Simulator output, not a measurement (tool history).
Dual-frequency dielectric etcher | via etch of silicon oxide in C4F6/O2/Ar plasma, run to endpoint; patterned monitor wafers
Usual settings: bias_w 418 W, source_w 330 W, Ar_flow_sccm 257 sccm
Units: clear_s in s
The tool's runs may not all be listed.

run,hour,bias_w,source_w,Ar_flow_sccm,wafers since the last listed run,hours since the last wet clean,hours since the last bias power generator calibration,hours since the last source power generator calibration,hours since the last Ar flow controller change,hours since the last upper electrode change,"incoming incoming film thickness, nm",clear_s
1,0.0,418,330,257,0,155.3,4245.4,3263.3,1826.9,3876.5,96.8,23.4
2,15.5,418,330,257,244,170.8,4260.9,3278.8,1842.4,3892.0,97.0,23.2
3,31.3,358,330,277,249,186.6,4276.7,3294.6,1858.2,3907.8,96.5,25.8
4,47.7,418,330,257,258,203.0,4293.1,3311.0,1874.6,3924.2,96.8,23.2
5,64.7,418,330,257,268,220.0,4310.1,3328.0,1891.6,3941.2,97.0,23.2
6,79.7,418,330,257,236,235.0,4325.1,3343.0,1906.6,3956.2,96.7,23.1
7,95.4,418,360,257,247,250.7,4340.8,3358.7,1922.3,3971.9,97.1,22.2
8,111.6,418,330,257,255,266.9,4357.0,3374.9,1938.5,3988.1,97.2,22.9
# hour 125.2: Ar flow controller replaced
9,125.7,418,330,257,127,281.0,4371.1,3389.0,0.5,4002.2,97.1,22.9
10,135.1,418,330,257,148,290.4,4380.5,3398.4,9.9,4011.6,97.1,23.2
11,146.6,418,330,257,181,301.9,4392.0,3409.9,21.4,4023.1,96.5,23.2
12,152.8,418,330,257,97,308.1,4398.2,3416.1,27.6,4029.3,97.8,23.0
13,159.3,418,330,257,102,314.6,4404.7,3422.6,34.1,4035.8,97.2,23.1
# hour 186.4: source power generator calibrated
14,213.1,418,410,257,785,368.4,4458.5,26.7,87.9,4089.6,97.7,20.5
# hour 247.7: upper electrode replaced, of another model than before
15,248.2,481,330,314,175,403.5,4493.6,61.8,123.0,0.5,96.7,21.9
16,248.5,339,360,292,4,403.8,4493.9,62.1,123.3,0.8,96.4,24.4
# hour 276.2: wet clean of the chamber
# hour 279.8: bias power generator calibrated
17,280.3,361,380,224,65,4.1,0.5,93.9,155.1,32.6,96.8,23.3
18,303.5,418,330,257,365,27.3,23.7,117.1,178.3,55.8,96.8,23.7
19,320.4,362,280,299,266,44.2,40.6,134.0,195.2,72.7,97.1,27.6
20,328.1,418,330,305,121,51.9,48.3,141.7,202.9,80.4,97.0,24.3
21,337.5,418,330,257,148,61.3,57.7,151.1,212.3,89.8,97.1,23.4
22,348.9,327,400,302,179,72.7,69.1,162.5,223.7,101.2,96.4,25.0
23,366.3,452,290,296,274,90.1,86.5,179.9,241.1,118.6,96.0,24.2
24,383.8,332,360,240,275,107.6,104.0,197.4,258.6,136.1,97.5,25.0

Forecast each of these 5 alternatives for the next run:
A,384.2,418,330,257,6,108.0,104.4,197.8,259.0,136.5,97.1,?
B,384.2,332,250,199,6,108.0,104.4,197.8,259.0,136.5,97.1,?
C,384.2,418,270,207,6,108.0,104.4,197.8,259.0,136.5,97.1,?
D,384.2,517,260,257,6,108.0,104.4,197.8,259.0,136.5,97.1,?
E,384.2,368,290,222,6,108.0,104.4,197.8,259.0,136.5,97.1,?

run,clear_s
A,23.7
B,27.8
C,24.7
D,23.6
E,25.6
Without the tool's hidden state the same runs would have given:
run,clear_s
A,24.1
B,28.3
C,25.1
D,24.0
E,26.1
